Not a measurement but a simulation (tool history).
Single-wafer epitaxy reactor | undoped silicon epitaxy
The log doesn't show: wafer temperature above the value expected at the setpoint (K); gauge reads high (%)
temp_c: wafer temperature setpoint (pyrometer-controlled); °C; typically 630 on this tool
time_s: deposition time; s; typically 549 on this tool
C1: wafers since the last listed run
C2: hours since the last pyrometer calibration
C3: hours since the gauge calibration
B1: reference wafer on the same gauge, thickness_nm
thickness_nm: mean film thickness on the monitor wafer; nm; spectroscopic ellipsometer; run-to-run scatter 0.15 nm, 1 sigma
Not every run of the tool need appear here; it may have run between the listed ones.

run 1 hour=0.0 | temp_c=623 time_s=549 | C1=0 C2=2235.4 C3=175.7 | B1=61.380 | thickness_nm=60.653
run 2 hour=12.8 | temp_c=623 time_s=549 | C1=54 C2=2248.2 C3=188.5 | B1=61.426 | thickness_nm=60.492
run 3 hour=28.1 | temp_c=623 time_s=549 | C1=65 C2=2263.5 C3=203.8 | B1=61.407 | thickness_nm=60.688
run 4 hour=44.6 | temp_c=630 time_s=549 | C1=70 C2=2280.0 C3=220.3 | B1=61.420 | thickness_nm=69.897
-- hour=50.5 gauge calibrated
run 5 hour=59.2 | temp_c=630 time_s=549 | C1=62 C2=2294.6 C3=8.7 | B1=61.388 | thickness_nm=69.567
run 6 hour=70.6 | temp_c=630 time_s=549 | C1=48 C2=2306.0 C3=20.1 | B1=61.400 | thickness_nm=69.716
run 7 hour=78.6 | temp_c=630 time_s=549 | C1=34 C2=2314.0 C3=28.1 | B1=61.408 | thickness_nm=70.001
run 8 hour=92.1 | temp_c=630 time_s=549 | C1=57 C2=2327.5 C3=41.6 | B1=61.415 | thickness_nm=69.545
-- hour=115.7 pyrometer calibrated
run 9 hour=116.2 | temp_c=627 time_s=549 | C1=68 C2=0.5 C3=65.7 | B1=61.426 | thickness_nm=57.981
run 10 hour=119.7 | temp_c=627 time_s=549 | C1=14 C2=4.0 C3=69.2 | B1=61.390 | thickness_nm=57.877
run 11 hour=133.4 | temp_c=630 time_s=506 | C1=58 C2=17.7 C3=82.9 | B1=61.385 | thickness_nm=56.872
run 12 hour=145.2 | temp_c=630 time_s=549 | C1=50 C2=29.5 C3=94.7 | B1=61.396 | thickness_nm=61.676
run 13 hour=161.1 | temp_c=637 time_s=636 | C1=67 C2=45.4 C3=110.6 | B1=61.388 | thickness_nm=82.761
run 14 hour=170.4 | temp_c=617 time_s=549 | C1=39 C2=54.7 C3=119.9 | B1=61.393 | thickness_nm=47.819
run 15 hour=181.4 | temp_c=630 time_s=658 | C1=46 C2=65.7 C3=130.9 | B1=61.411 | thickness_nm=74.337
run 16 hour=192.1 | temp_c=624 time_s=461 | C1=45 C2=76.4 C3=141.6 | B1=61.392 | thickness_nm=46.150
run 17 hour=198.9 | temp_c=630 time_s=549 | C1=29 C2=83.2 C3=148.4 | B1=61.383 | thickness_nm=62.289
run 18 hour=215.2 | temp_c=630 time_s=549 | C1=69 C2=99.5 C3=164.7 | B1=61.409 | thickness_nm=62.428
run 19 hour=222.2 | temp_c=640 time_s=474 | C1=29 C2=106.5 C3=171.7 | B1=61.408 | thickness_nm=65.952
-- hour=230.2 gauge calibrated
run 20 hour=238.5 | temp_c=630 time_s=549 | C1=69 C2=122.8 C3=8.3 | B1=61.401 | thickness_nm=62.729
run 21 hour=253.6 | temp_c=615 time_s=463 | C1=64 C2=137.9 C3=23.4 | B1=61.415 | thickness_nm=39.106
run 22 hour=267.2 | temp_c=630 time_s=448 | C1=58 C2=151.5 C3=37.0 | B1=61.419 | thickness_nm=51.301
run 23 hour=275.7 | temp_c=622 time_s=473 | C1=36 C2=160.0 C3=45.5 | B1=61.412 | thickness_nm=46.059
run 24 hour=284.0 | temp_c=644 time_s=641 | C1=35 C2=168.3 C3=53.8 | B1=61.374 | thickness_nm=96.960
run 25 hour=300.8 | temp_c=622 time_s=471 | C1=71 C2=185.1 C3=70.6 | B1=61.412 | thickness_nm=46.120
run 26 hour=316.4 | temp_c=620 time_s=619 | C1=66 C2=200.7 C3=86.2 | B1=61.404 | thickness_nm=58.420

Predict each of these 3 candidate next runs independently; none follows another, all start after run 26:
run A hour=317.0 | temp_c=630 time_s=549 | C1=2 C2=201.3 C3=86.8 | B1=? | thickness_nm=?
run B hour=317.0 | temp_c=640 time_s=629 | C1=2 C2=201.3 C3=86.8 | B1=? | thickness_nm=?
run C hour=317.0 | temp_c=615 time_s=604 | C1=2 C2=201.3 C3=86.8 | B1=? | thickness_nm=?

run=A B1=61.383 thickness_nm=63.262
run=B B1=61.383 thickness_nm=88.350
run=C B1=61.383 thickness_nm=51.339
With the hidden condition removed and each run's random variation left untouched, the same runs would have given:
run=A thickness_nm=61.955
run=B thickness_nm=86.560
run=C thickness_nm=50.247

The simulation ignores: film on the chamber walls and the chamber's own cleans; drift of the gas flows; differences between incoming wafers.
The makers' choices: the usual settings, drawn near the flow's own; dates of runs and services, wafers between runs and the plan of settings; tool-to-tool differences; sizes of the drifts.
